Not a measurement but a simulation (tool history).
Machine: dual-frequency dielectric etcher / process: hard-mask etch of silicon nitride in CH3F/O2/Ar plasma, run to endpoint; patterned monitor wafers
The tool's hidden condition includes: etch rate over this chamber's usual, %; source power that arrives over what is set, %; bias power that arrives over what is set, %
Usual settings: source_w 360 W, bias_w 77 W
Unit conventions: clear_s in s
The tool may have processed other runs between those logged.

run	hour	source_w	bias_w	wafers since the last listed run	hours since the last wet clean	hours since the last source power generator calibration	hours since the last bias power generator calibration	hours since the last upper electrode change	incoming incoming film thickness, nm	clear_s
1	0	360	77	0	271	4340.2	2971.7	2631.4	49.14	71.1
2	57.4	360	82	546	328.4	4397.6	3029.1	2688.8	49.04	69.4
3	115.4	360	82	552	386.4	4455.6	3087.1	2746.8	48.42	68.4
4	176	360	77	576	447	4516.2	3147.7	2807.4	48.88	70.4
5	220.2	360	77	420	491.2	4560.4	3191.9	2851.6	49.38	71.2
6	262.5	290	77	402	533.5	4602.7	3234.2	2893.9	48.16	73.8
# hour 266.9: source power generator calibrated
# hour 313.5: wet clean of the chamber
7	332.9	340	90	403	19.4	66	3304.6	2964.3	48.64	70.1
8	377	340	90	419	63.5	110.1	3348.7	3008.4	49.41	71.6
9	426.9	360	70	474	113.4	160	3398.6	3058.3	48.89	73.8
# hour 438.3: bias power generator calibrated
10	469.9	360	70	371	156.4	203	31.6	3101.3	48.28	72.2
11	505	420	77	334	191.5	238.1	66.7	3136.4	48.76	68.8
12	531.7	360	77	254	218.2	264.8	93.4	3163.1	48.79	71.1
13	589.9	360	60	554	276.4	323	151.6	3221.3	48.74	75
# hour 625.3: upper electrode replaced
14	631	310	85	162	317.5	364.1	192.7	5.7	48.85	71.6
15	671	320	66	380	357.5	404.1	232.7	45.7	48.97	75.6
16	727.1	290	65	534	413.6	460.2	288.8	101.8	48.62	77.6
17	788.3	320	72	582	474.8	521.4	350	163	48.43	72.4
# hour 860.4: wet clean of the chamber
18	860.9	360	77	462	0.5	594	422.6	235.6	49.02	72.2
19	928.6	360	86	644	68.2	661.7	490.3	303.3	48.85	69.1
20	961.8	380	77	316	101.4	694.9	523.5	336.5	48.38	69.7
21	1002.1	430	61	383	141.7	735.2	563.8	376.8	48.7	71.9
22	1068.8	340	91	634	208.4	801.9	630.5	443.5	48.47	68.6
23	1135.6	320	93	635	275.2	868.7	697.3	510.3	48.44	69.5
24	1178.4	430	70	407	318	911.5	740.1	553.1	48.53	67.9
25	1227.2	360	77	464	366.8	960.3	788.9	601.9	48.57	69.9
26	1264.8	360	77	357	404.4	997.9	826.5	639.5	48.16	68.8
27	1294.7	300	72	284	434.3	1027.8	856.4	669.4	49.23	75.4
# hour 1359.4: wet clean of the chamber
28	1359.9	360	77	392	0.5	1093	921.6	734.6	48.84	72.7
29	1381.4	360	59	204	22	1114.5	943.1	756.1	48.68	77.3
30	1423.8	330	77	403	64.4	1156.9	985.5	798.5	48.73	73.9
31	1464.7	360	77	389	105.3	1197.8	1026.4	839.4	49.25	72.9
32	1514	390	77	469	154.6	1247.1	1075.7	888.7	48.69	69.5
33	1583.5	360	77	661	224.1	1316.6	1145.2	958.2	48.51	71.9
34	1615.5	360	77	304	256.1	1348.6	1177.2	990.2	49.27	71.7

Some steps in clear_s between neighbouring runs. How much of each would the tool show without its hidden state too (settings, what came in, random variation), and how much is left for the hidden state, with any gauge scatter that isn't in both results?
Run 6 -> 7: source_w 290 -> 340, bias_w 77 -> 90, source power generator calibrated, wet clean of the chamber. clear_s -3.7 s: hidden state +2.7, all else -6.4.
Run 16 -> 17: source_w 290 -> 320, bias_w 65 -> 72. clear_s -5.2 s: hidden state -0.3, all else -4.9.
Run 17 -> 18: source_w 320 -> 360, bias_w 72 -> 77, wet clean of the chamber. clear_s -0.2 s: hidden state +2.4, all else -2.6.
Run 26 -> 27: source_w 360 -> 300, bias_w 77 -> 72. clear_s +6.6 s: hidden state -0.3, all else +6.9.
Run 27 -> 28: source_w 300 -> 360, bias_w 72 -> 77, wet clean of the chamber. clear_s -2.7 s: hidden state +2.7, all else -5.4.
Run 28 -> 29: bias_w 77 -> 59. clear_s +4.6 s: hidden state -0.1, all else +4.7.

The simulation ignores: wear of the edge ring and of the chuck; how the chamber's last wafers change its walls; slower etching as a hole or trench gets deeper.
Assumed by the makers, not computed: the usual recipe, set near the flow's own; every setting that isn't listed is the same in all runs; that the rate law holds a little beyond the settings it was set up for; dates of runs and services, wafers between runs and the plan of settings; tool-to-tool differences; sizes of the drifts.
